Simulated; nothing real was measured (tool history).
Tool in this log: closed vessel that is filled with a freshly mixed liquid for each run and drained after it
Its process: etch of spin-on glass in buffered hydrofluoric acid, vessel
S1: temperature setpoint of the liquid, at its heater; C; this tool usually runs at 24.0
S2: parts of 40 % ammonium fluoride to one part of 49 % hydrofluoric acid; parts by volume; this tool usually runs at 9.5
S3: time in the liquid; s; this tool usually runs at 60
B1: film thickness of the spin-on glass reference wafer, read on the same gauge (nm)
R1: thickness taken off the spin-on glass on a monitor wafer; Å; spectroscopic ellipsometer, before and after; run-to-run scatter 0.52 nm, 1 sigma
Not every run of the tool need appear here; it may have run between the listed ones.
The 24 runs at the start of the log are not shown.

Run 25, hour 306.8: usual settings but S3 80 s; B1 50.01. Result: R1 1875.9 Å.
Run 26, hour 324.3: usual settings; B1 50.01. Result: R1 1396.5 Å.
Run 27, hour 335.9: usual settings but S1 27.5 C, S2 6.0 parts by volume, S3 35 s; B1 50.00. Result: R1 1517.0 Å.
Run 28, hour 353.2: usual settings but S1 27.0 C; B1 50.02. Result: R1 1639.0 Å.
Run 29, hour 363.5: usual settings but S2 7.0 parts by volume; B1 50.02. Result: R1 1862.9 Å.
Run 30, hour 371.1: usual settings but S3 35 s; B1 49.99. Result: R1 808.0 Å.
Run 31, hour 383.6: usual settings; B1 50.00. Result: R1 1395.7 Å.
Run 32, hour 393.0: usual settings but S1 22.5 C; B1 49.96. Result: R1 1275.8 Å.

Below are 5 alternative next runs, each starting from the tool's condition after run 32. Predict each:
Run A, hour 393.7: usual settings but S2 12.0 parts by volume; B1 ?. Result: R1 ?.
Run B, hour 393.7: usual settings but S1 20.0 C, S2 6.0 parts by volume; B1 ?. Result: R1 ?.
Run C, hour 393.7: usual settings but S2 8.5 parts by volume; B1 ?. Result: R1 ?.
Run D, hour 393.7: usual settings but S1 21.0 C, S2 12.0 parts by volume, S3 45 s; B1 ?. Result: R1 ?.
Run E, hour 393.7: usual settings but S1 21.0 C; B1 ?. Result: R1 ?.

run     B1      R1
  A  49.97  1112.5
  B  49.97  1713.0
  C  49.97  1506.3
  D  49.97   706.9
  E  49.97  1174.4
Stripped of hidden state, with their random variation kept, the same runs would have yielded:
run      R1
  A  1168.4
  B  1794.4
  C  1586.8
  D   742.8
  E  1222.1
